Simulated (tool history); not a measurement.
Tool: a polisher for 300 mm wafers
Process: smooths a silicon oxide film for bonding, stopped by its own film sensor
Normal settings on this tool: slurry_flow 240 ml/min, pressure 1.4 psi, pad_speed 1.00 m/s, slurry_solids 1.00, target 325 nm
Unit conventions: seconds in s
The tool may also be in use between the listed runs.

run    hour  slurry_flow  pressure  pad_speed  slurry_solids  target  incoming thickness of the incoming film, nm  seconds
  1     0.0          280       1.4       1.14           1.00     325                                        378.7     79.0
       45.1  -- slurry blender recalibrated
      113.9  -- worn pad replaced by a new one
  2   171.0          280       1.4       1.14           1.00     325                                        382.8     83.3
  3   220.1          280       1.4       1.14           1.00     325                                        383.0     83.3
  4   268.9          240       1.4       1.00           1.00     325                                        384.8     95.3
  5   395.1          240       1.4       1.00           1.00     325                                        380.8     87.1
      405.5  -- slurry nozzle cleaned
  6   466.3          240       1.4       1.00           1.00     325                                        375.5     77.4
      474.5  -- head pressure recalibrated
      489.2  -- slurry blender recalibrated
  7   537.4          240       1.4       1.00           1.00     325                                        386.2    108.4
  8   584.9          240       1.4       1.00           1.00     325                                        384.1    104.5
      632.0  -- worn pad replaced by a new one
  9   634.0          240       1.4       1.26           1.00     325                                        381.4     82.4
 10   673.2          240       1.6       1.00           1.00     325                                        383.1     88.3
 11   784.8          240       1.4       1.00           1.00     325                                        387.2    107.7
 12   829.7          240       1.2       1.36           0.85     311                                        375.7    109.5
 13   895.3          265       1.4       0.84           1.10     325                                        381.5    103.3
      930.5  -- slurry blender recalibrated
 14   932.2          260       1.4       1.00           1.00     325                                        376.7     86.3
 15   962.6          240       1.4       1.28           1.00     311                                        372.0     84.1
 16  1016.7          240       1.4       0.72           1.00     310                                        383.2    158.3
 17  1055.8          240       1.2       1.00           1.00     338                                        378.3     77.9
     1076.6  -- worn pad replaced by a new one
     1102.2  -- slurry nozzle cleaned
 18  1114.5          240       1.4       1.00           1.00     325                                        380.7     89.6
 19  1179.9          170       1.2       1.00           0.90     325                                        381.7    118.3
 20  1225.4          240       1.0       1.00           0.90     325                                        374.4    117.8
     1280.5  -- head pressure recalibrated
 21  1284.6          200       1.4       1.00           1.00     325                                        380.4    101.4
     1344.6  -- slurry blender recalibrated
 22  1345.3          240       1.4       1.00           1.00     325                                        388.1    110.9
 23  1387.7          240       1.5       1.00           1.00     333                                        380.6     77.8
 24  1451.4          240       1.8       1.00           0.80     325                                        384.6     90.5
 25  1491.5          240       1.4       1.00           1.00     325                                        386.0    106.3
 26  1553.4          265       1.4       1.00           1.00     315                                        375.5    102.2
     1596.7  -- worn pad replaced by a new one
 27  1598.2          290       1.6       1.00           1.00     325                                        379.4     78.8
 28  1654.4          175       1.4       1.00           1.25     325                                        374.7     79.6
 29  1709.2          315       1.4       1.00           1.00     325                                        385.0     96.8

Consider 5 possible next runs. They are alternatives, not a sequence: every one starts from the tool as it was left by run 29. What does each give?
  A  1709.7          240       1.4       1.00           1.00     325                                        386.4        ?
  B  1709.7          240       1.1       1.00           0.80     325                                        386.4        ?
  C  1709.7          195       1.4       1.14           1.15     325                                        386.4        ?
  D  1709.7          240       1.5       0.80           1.00     325                                        386.4        ?
  E  1709.7          240       1.4       1.00           0.75     325                                        386.4        ?

run  seconds
  A    102.8
  B    147.5
  C     89.1
  D    114.7
  E    120.4
Had the tool no hidden state, the same runs would have come out as:
run  seconds
  A    109.8
  B    157.6
  C     95.2
  D    122.5
  E    128.7

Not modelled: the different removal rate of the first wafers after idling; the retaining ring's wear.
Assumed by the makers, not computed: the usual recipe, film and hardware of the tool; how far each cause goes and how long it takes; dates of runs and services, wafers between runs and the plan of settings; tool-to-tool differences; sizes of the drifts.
